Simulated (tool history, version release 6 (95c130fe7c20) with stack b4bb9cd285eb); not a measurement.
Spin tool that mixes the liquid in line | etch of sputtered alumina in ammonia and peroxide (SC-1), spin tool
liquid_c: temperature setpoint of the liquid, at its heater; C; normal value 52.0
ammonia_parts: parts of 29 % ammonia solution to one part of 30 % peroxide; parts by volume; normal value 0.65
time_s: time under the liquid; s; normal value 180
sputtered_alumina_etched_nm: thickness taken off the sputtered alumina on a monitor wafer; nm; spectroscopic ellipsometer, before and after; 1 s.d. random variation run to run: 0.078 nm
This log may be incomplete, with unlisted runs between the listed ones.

| run | hour | liquid_c | ammonia_parts | time_s | wafers since the last listed run | hours since the thermometer was replaced | hours since the ammonia flow meter was replaced | hours since the heated supply line was repaired | hours since the drum of ammonia solution was connected | hours since the gauge calibration | read-back film thickness of the sputtered alumina reference wafer, read on the same gauge (nm) | sputtered_alumina_etched_nm |
|---|---|---|---|---|---|---|---|---|---|---|---|---|
| 1 | 0.0 | 52.0 | 0.65 | 180 | 0 | 1255.9 | 228.4 | 33.8 | 87.1 | 517.9 | 108.89 | 14.39 |
|  | 11.8 | thermometer replaced |
| 2 | 25.0 | 52.0 | 0.65 | 180 | 213 | 13.2 | 253.4 | 58.8 | 112.1 | 542.9 | 108.77 | 14.44 |
| 3 | 113.7 | 52.0 | 0.65 | 180 | 788 | 101.9 | 342.1 | 147.5 | 200.8 | 631.6 | 108.32 | 14.47 |
| 4 | 133.3 | 52.0 | 0.75 | 155 | 174 | 121.5 | 361.7 | 167.1 | 220.4 | 651.2 | 108.21 | 12.54 |
| 5 | 154.8 | 52.0 | 0.75 | 155 | 191 | 143.0 | 383.2 | 188.6 | 241.9 | 672.7 | 108.12 | 12.54 |
| 6 | 186.8 | 52.0 | 0.75 | 155 | 284 | 175.0 | 415.2 | 220.6 | 273.9 | 704.7 | 107.97 | 12.66 |
| 7 | 213.6 | 44.5 | 0.45 | 135 | 238 | 201.8 | 442.0 | 247.4 | 300.7 | 731.5 | 107.80 | 6.91 |
| 8 | 235.4 | 52.0 | 0.65 | 180 | 193 | 223.6 | 463.8 | 269.2 | 322.5 | 753.3 | 107.65 | 14.34 |
| 9 | 247.5 | 52.0 | 0.65 | 180 | 107 | 235.7 | 475.9 | 281.3 | 334.6 | 765.4 | 107.60 | 14.31 |
| 10 | 271.4 | 43.0 | 0.65 | 180 | 212 | 259.6 | 499.8 | 305.2 | 358.5 | 789.3 | 107.40 | 8.66 |
|  | 278.7 | gauge calibrated |
| 11 | 292.2 | 52.0 | 0.65 | 180 | 184 | 280.4 | 520.6 | 326.0 | 379.3 | 13.5 | 109.98 | 14.69 |
| 12 | 323.4 | 49.0 | 0.85 | 100 | 277 | 311.6 | 551.8 | 357.2 | 410.5 | 44.7 | 109.95 | 7.06 |
| 13 | 356.0 | 52.0 | 0.65 | 275 | 289 | 344.2 | 584.4 | 389.8 | 443.1 | 77.3 | 109.96 | 22.43 |
| 14 | 376.6 | 60.0 | 0.50 | 180 | 183 | 364.8 | 605.0 | 410.4 | 463.7 | 97.9 | 109.91 | 21.57 |
| 15 | 389.6 | 52.0 | 0.65 | 180 | 115 | 377.8 | 618.0 | 423.4 | 476.7 | 110.9 | 109.92 | 14.66 |
|  | 407.4 | new drum of ammonia solution connected |
|  | 410.4 | ammonia flow meter replaced |
| 16 | 424.2 | 45.0 | 0.75 | 265 | 289 | 412.4 | 13.8 | 458.0 | 16.8 | 145.5 | 109.88 | 14.75 |
| 17 | 468.9 | 52.0 | 0.65 | 180 | 397 | 457.1 | 58.5 | 502.7 | 61.5 | 190.2 | 109.82 | 14.50 |
| 18 | 492.6 | 44.5 | 0.50 | 230 | 210 | 480.8 | 82.2 | 526.4 | 85.2 | 213.9 | 109.78 | 11.96 |
| 19 | 526.4 | 57.0 | 0.45 | 180 | 300 | 514.6 | 116.0 | 560.2 | 119.0 | 247.7 | 109.71 | 18.29 |
| 20 | 543.5 | 42.5 | 0.75 | 105 | 152 | 531.7 | 133.1 | 577.3 | 136.1 | 264.8 | 109.67 | 5.06 |
| 21 | 576.4 | 52.0 | 0.65 | 180 | 292 | 564.6 | 166.0 | 610.2 | 169.0 | 297.7 | 109.57 | 14.56 |
| 22 | 595.3 | 48.5 | 0.85 | 70 | 168 | 583.5 | 184.9 | 629.1 | 187.9 | 316.6 | 109.54 | 4.81 |
| 23 | 621.0 | 43.5 | 0.65 | 180 | 228 | 609.2 | 210.6 | 654.8 | 213.6 | 342.3 | 109.47 | 9.04 |
| 24 | 645.1 | 52.0 | 0.75 | 155 | 214 | 633.3 | 234.7 | 678.9 | 237.7 | 366.4 | 109.40 | 12.80 |
| 25 | 661.3 | 52.0 | 0.65 | 180 | 144 | 649.5 | 250.9 | 695.1 | 253.9 | 382.6 | 109.38 | 14.52 |
| 26 | 688.6 | 52.0 | 0.65 | 285 | 242 | 676.8 | 278.2 | 722.4 | 281.2 | 409.9 | 109.26 | 23.01 |

Per-run results on a tool with no hidden state, each run keeping its own random variation:
What the log doesn't record here: liquid hotter than its thermometer reads (K); ammonia flow below the setpoint (%); temperature lost on the way to the wafer (K); ammonia solution weaker than its label (%); gauge reads high (%).
| run | sputtered_alumina_etched_nm |
|---|---|
| 1 | 14.54 |
| 2 | 14.61 |
| 3 | 14.69 |
| 4 | 12.74 |
| 5 | 12.76 |
| 6 | 12.90 |
| 7 | 7.05 |
| 8 | 14.65 |
| 9 | 14.64 |
| 10 | 8.86 |
| 11 | 14.69 |
| 12 | 7.06 |
| 13 | 22.44 |
| 14 | 21.58 |
| 15 | 14.67 |
| 16 | 14.77 |
| 17 | 14.53 |
| 18 | 11.99 |
| 19 | 18.33 |
| 20 | 5.07 |
| 21 | 14.61 |
| 22 | 4.83 |
| 23 | 9.09 |
| 24 | 12.87 |
| 25 | 14.60 |
| 26 | 23.16 |

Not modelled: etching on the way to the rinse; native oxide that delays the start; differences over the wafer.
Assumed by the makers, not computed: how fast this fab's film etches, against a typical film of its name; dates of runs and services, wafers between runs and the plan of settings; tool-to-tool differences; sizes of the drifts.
